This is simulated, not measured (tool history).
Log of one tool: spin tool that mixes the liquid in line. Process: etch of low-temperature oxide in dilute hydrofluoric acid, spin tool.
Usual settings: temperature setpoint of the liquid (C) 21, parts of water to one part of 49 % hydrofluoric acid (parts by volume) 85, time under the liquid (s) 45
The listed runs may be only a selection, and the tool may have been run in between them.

run	day	temperature setpoint of the liquid (C)	parts of water to one part of 49 % hydrofluoric acid (parts by volume)	time under the liquid (s)	wafers since the last listed run	hours since the thermometer was replaced	hours since the hydrofluoric acid flow meter was replaced	hours since the gauge calibration	read-back film thickness of the low-temperature oxide reference wafer, read on the same gauge (nm)	thickness taken off the low-temperature oxide on a monitor wafer (Å)
1	0	21	85	60	0	816.9	893	678	129.99	138.7
2	3	21	85	45	1257	888.9	965	750	130.01	103.3
3	5.017	21	85	45	845	937.3	1013.4	798.4	130.03	102.3
4	7.325	21	85	45	967	992.7	1068.8	853.8	130.01	103.9
5	9.483	21	85	45	905	1044.5	1120.6	905.6	130.01	102.2
6	11.529	21	85	45	857	1093.6	1169.7	954.7	130.01	103.1
7	13.779	19	85	50	943	1147.6	1223.7	1008.7	130.03	104.1
8	16.329	19	85	50	1069	1208.8	1284.9	1069.9	129.98	105.5
9	17.958	21	55	45	683	1247.9	1324	1109	130.02	167.2
10	19.075	19.5	85	30	468	1274.7	1350.8	1135.8	130.04	63.3
11	20.375	19.5	85	30	545	1305.9	1382	1167	130.01	63.2
12	22.942	21	85	45	1076	1367.5	1443.6	1228.6	129.96	102
13	25.888	21	120	45	1235	1438.2	1514.3	1299.3	130.01	67.8
# day 27.192: thermometer replaced
14	27.796	21	85	45	782	14.5	1560.1	1345.1	129.98	106.4
# day 28.017: gauge calibrated
15	30.171	19	75	30	995	71.5	1617.1	51.7	130	75
16	31.238	17	60	50	447	97.1	1642.7	77.3	130	145
17	33.142	25	85	65	798	142.8	1688.4	123	130.02	177.6
18	35.317	21	85	45	911	195	1740.6	175.2	130	104.3
19	37.862	21	85	45	1067	256.1	1801.7	236.3	129.98	104.8
20	39.992	21	85	45	892	307.2	1852.8	287.4	129.99	106.6
21	42.642	17	50	35	1111	370.8	1916.4	351	130	123.2
22	44.388	18	85	45	732	412.7	1958.3	392.9	129.96	92.6
23	46.762	21	85	45	995	469.7	2015.3	449.9	129.98	103
24	49.596	24	85	55	1188	537.7	2083.3	517.9	130.02	143.2
25	51.108	21	120	70	634	574	2119.6	554.2	130.01	110.4
26	53.262	21	85	45	903	625.7	2171.3	605.9	129.97	106.1
# day 54.675: hydrofluoric acid flow meter replaced
27	56.258	25.5	70	55	1238	697.6	38	677.8	129.99	190.5
28	57.458	21	85	45	503	726.4	66.8	706.6	130	105.6
29	60.125	21	85	55	1118	790.4	130.8	770.6	130	126.8
30	63.042	17.5	85	45	1222	860.4	200.8	840.6	130.02	89.3
31	70.658	22.5	70	45	3193	1043.2	383.6	1023.4	130	136.6
32	73.442	24	85	45	1167	1110	450.4	1090.2	129.99	114.7
# day 76.025: gauge calibrated
33	76.417	21	85	45	1247	1181.4	521.8	9.4	130.01	103

Below are 3 alternative next runs, each starting from the tool's condition after run 33. Predict each:
A	76.433	21	85	40	6	1181.8	522.2	9.8	?	?
B	76.433	21	85	70	6	1181.8	522.2	9.8	?	?
C	76.433	17	85	45	6	1181.8	522.2	9.8	?	?

run	read-back film thickness of the low-temperature oxide reference wafer, read on the same gauge (nm)	thickness taken off the low-temperature oxide on a monitor wafer (Å)
A	130.01	90.6
B	130.01	158.5
C	130.01	86.1
Stripped of hidden state, with their random variation kept, the same runs would have yielded:
run	thickness taken off the low-temperature oxide on a monitor wafer (Å)
A	94.4
B	165.2
C	89.9
